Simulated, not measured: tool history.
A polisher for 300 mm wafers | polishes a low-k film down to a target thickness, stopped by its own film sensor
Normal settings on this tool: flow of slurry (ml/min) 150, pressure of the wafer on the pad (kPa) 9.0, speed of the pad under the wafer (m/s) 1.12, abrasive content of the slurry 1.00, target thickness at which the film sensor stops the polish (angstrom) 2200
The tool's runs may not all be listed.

| run | hour | flow of slurry (ml/min) | pressure of the wafer on the pad (kPa) | speed of the pad under the wafer (m/s) | abrasive content of the slurry | target thickness at which the film sensor stops the polish (angstrom) | incoming thickness of the incoming film, nm | time until the film sensor stopped the polish (s) |
|---|---|---|---|---|---|---|---|---|
| 1 | 0.0 | 150 | 9.0 | 1.12 | 1.00 | 2200 | 236.3 | 63.2 |
| 2 | 27.9 | 150 | 9.0 | 1.12 | 1.00 | 2200 | 241.7 | 87.2 |
| 3 | 52.0 | 150 | 9.0 | 1.12 | 1.00 | 2200 | 241.9 | 88.9 |
| 4 | 66.7 | 150 | 9.0 | 1.12 | 1.00 | 2200 | 236.4 | 67.0 |
|  | 73.8 | worn pad replaced by a new one |
| 5 | 79.9 | 150 | 9.0 | 1.12 | 1.00 | 2200 | 237.3 | 72.3 |
| 6 | 98.1 | 150 | 9.0 | 1.12 | 1.00 | 2200 | 241.4 | 91.9 |
| 7 | 114.1 | 150 | 9.0 | 1.12 | 1.00 | 2200 | 237.2 | 77.7 |
|  | 119.3 | slurry nozzle cleaned |
| 8 | 146.4 | 150 | 9.0 | 1.12 | 1.00 | 2200 | 237.1 | 66.9 |
| 9 | 168.1 | 150 | 9.0 | 1.12 | 1.00 | 2200 | 240.8 | 82.2 |
| 10 | 184.2 | 110 | 9.0 | 1.12 | 1.00 | 2200 | 240.0 | 83.4 |
|  | 191.2 | head pressure recalibrated |
|  | 217.7 | worn pad replaced by a new one |
| 11 | 218.2 | 110 | 9.0 | 1.12 | 1.00 | 2200 | 239.9 | 87.7 |
| 12 | 247.3 | 110 | 9.0 | 1.12 | 1.00 | 2200 | 241.8 | 98.1 |
| 13 | 265.6 | 150 | 7.6 | 0.80 | 1.15 | 2230 | 237.4 | 81.6 |
| 14 | 287.8 | 150 | 9.0 | 0.76 | 1.00 | 2200 | 239.6 | 115.8 |
| 15 | 315.8 | 175 | 9.0 | 1.12 | 1.30 | 2200 | 242.0 | 79.6 |
| 16 | 330.1 | 150 | 11.0 | 1.42 | 0.90 | 2250 | 239.3 | 48.4 |
| 17 | 344.5 | 150 | 6.9 | 1.12 | 1.00 | 2200 | 239.0 | 104.3 |
|  | 365.3 | slurry blender recalibrated |
|  | 369.3 | worn pad replaced by a new one |
| 18 | 374.2 | 150 | 11.0 | 1.12 | 1.00 | 2200 | 235.9 | 53.9 |
| 19 | 406.1 | 150 | 9.0 | 1.12 | 1.00 | 2200 | 244.2 | 103.1 |
|  | 419.6 | conditioning disc replaced and pad reconditioned |
|  | 429.7 | slurry nozzle cleaned |
| 20 | 430.2 | 150 | 9.0 | 1.12 | 1.00 | 2200 | 242.4 | 83.2 |
| 21 | 460.4 | 150 | 9.0 | 1.12 | 1.00 | 2200 | 237.8 | 67.5 |
|  | 490.6 | worn pad replaced by a new one |
| 22 | 494.3 | 120 | 9.0 | 1.12 | 1.00 | 2200 | 240.1 | 77.9 |
| 23 | 522.7 | 150 | 6.9 | 1.12 | 0.80 | 2200 | 243.7 | 127.3 |
| 24 | 540.3 | 150 | 9.0 | 0.82 | 1.00 | 2200 | 240.5 | 100.4 |
| 25 | 565.4 | 170 | 11.7 | 1.12 | 1.10 | 2160 | 235.9 | 57.5 |

The tool's hidden state at each run:
removal rate lost through wear of the pad, %: 0 at every run
deviation of the head's pressure from its setpoint, %: 0 at every run
time polished since the conditioner stopped cutting, s: 0 at every run
H1: slurry flow missing at the pad, %
H2: abrasive missing from the slurry, %
| run | H1 | H2 |
|---|---|---|
| 1 | 20.4 | 2.42 |
| 2 | 25.3 | 2.96 |
| 3 | 30.1 | 3.55 |
| 4 | 33.2 | 3.97 |
| 5 | 36.1 | 4.38 |
| 6 | 40.4 | 4.99 |
| 7 | 44.4 | 5.59 |
| 8 | 8.41 | 6.94 |
| 9 | 9.07 | 7.95 |
| 10 | 9.81 | 8.77 |
| 11 | 12.1 | 10.6 |
| 12 | 14.7 | 12.4 |
| 13 | 16.8 | 13.6 |
| 14 | 19.6 | 15.2 |
| 15 | 23.7 | 17.3 |
| 16 | 26.1 | 18.4 |
| 17 | 28.6 | 19.6 |
| 18 | 34.3 | 0.879 |
| 19 | 41.3 | 1.03 |
| 20 | 1.31 | 1.27 |
| 21 | 1.69 | 1.73 |
| 22 | 3 | 2.46 |
| 23 | 4.8 | 3.24 |
| 24 | 6.25 | 3.79 |
| 25 | 8.75 | 4.69 |
